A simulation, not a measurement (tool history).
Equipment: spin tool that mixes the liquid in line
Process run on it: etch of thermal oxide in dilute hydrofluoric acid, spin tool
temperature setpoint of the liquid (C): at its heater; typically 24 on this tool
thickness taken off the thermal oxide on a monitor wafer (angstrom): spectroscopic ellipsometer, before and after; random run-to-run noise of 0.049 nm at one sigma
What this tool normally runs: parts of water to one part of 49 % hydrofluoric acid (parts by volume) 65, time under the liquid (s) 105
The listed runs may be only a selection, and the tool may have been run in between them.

run	day	temperature setpoint of the liquid (C)	parts of water to one part of 49 % hydrofluoric acid (parts by volume)	time under the liquid (s)	read-back film thickness of the thermal oxide reference wafer, read on the same gauge (nm)	thickness taken off the thermal oxide on a monitor wafer (angstrom)
1	0	24	65	90	99.99	64.7
2	3.567	24	65	105	100.02	75.5
3	6.029	24	65	105	100.02	77.5
4	10.483	24	65	105	99.99	77.1
5	12.883	24	65	105	100.01	77.7
6	15.871	24	75	105	99.98	66.9
# day 16.267: hydrofluoric acid flow meter replaced
7	17.646	24	65	105	100	79.1
8	20.471	24	55	105	100	94.9
9	22.133	24	55	105	100.02	96
# day 22.55: thermometer replaced
10	25.558	24	65	105	99.99	73.4
11	27.388	24	65	105	99.98	74.7
12	31.45	24	65	105	100	75.2
13	34.079	25.5	65	105	100.03	81
14	38.358	25.5	65	105	100.03	81.9
15	40.133	24	45	105	99.99	115
16	44.283	24	80	105	99.98	61.4
# day 45.938: gauge calibrated
17	46.692	24	65	105	100.04	78.7
18	48.704	20.5	90	50	99.99	23
# day 51.188: thermometer replaced
19	56.638	24	65	50	100.01	35
# day 57.404: hydrofluoric acid flow meter replaced
20	59.854	21.5	55	160	99.99	123.1
21	68.042	25.5	95	140	100	71.1
22	72.092	24	65	105	100	76.8
23	76.358	24	50	140	99.99	138.7
24	79.425	19	65	125	99.97	76.2
# day 82.483: thermometer replaced
25	83.65	24	65	145	100.02	101.4
26	87.092	24	40	45	100	53.4
27	88.783	24	65	105	100.01	74.1
# day 92.983: hydrofluoric acid flow meter replaced
28	93.004	26.5	45	65	100.01	77.1
29	97.467	26	50	55	100.03	57.6

Expected results for the next run?
30	101.825	22	75	150	?	?

read-back film thickness of the thermal oxide reference wafer, read on the same gauge (nm): 100
thickness taken off the thermal oxide on a monitor wafer (angstrom): 86.7
With no hidden state in the tool, this same run would have given thickness taken off the thermal oxide on a monitor wafer (angstrom) 81.8.

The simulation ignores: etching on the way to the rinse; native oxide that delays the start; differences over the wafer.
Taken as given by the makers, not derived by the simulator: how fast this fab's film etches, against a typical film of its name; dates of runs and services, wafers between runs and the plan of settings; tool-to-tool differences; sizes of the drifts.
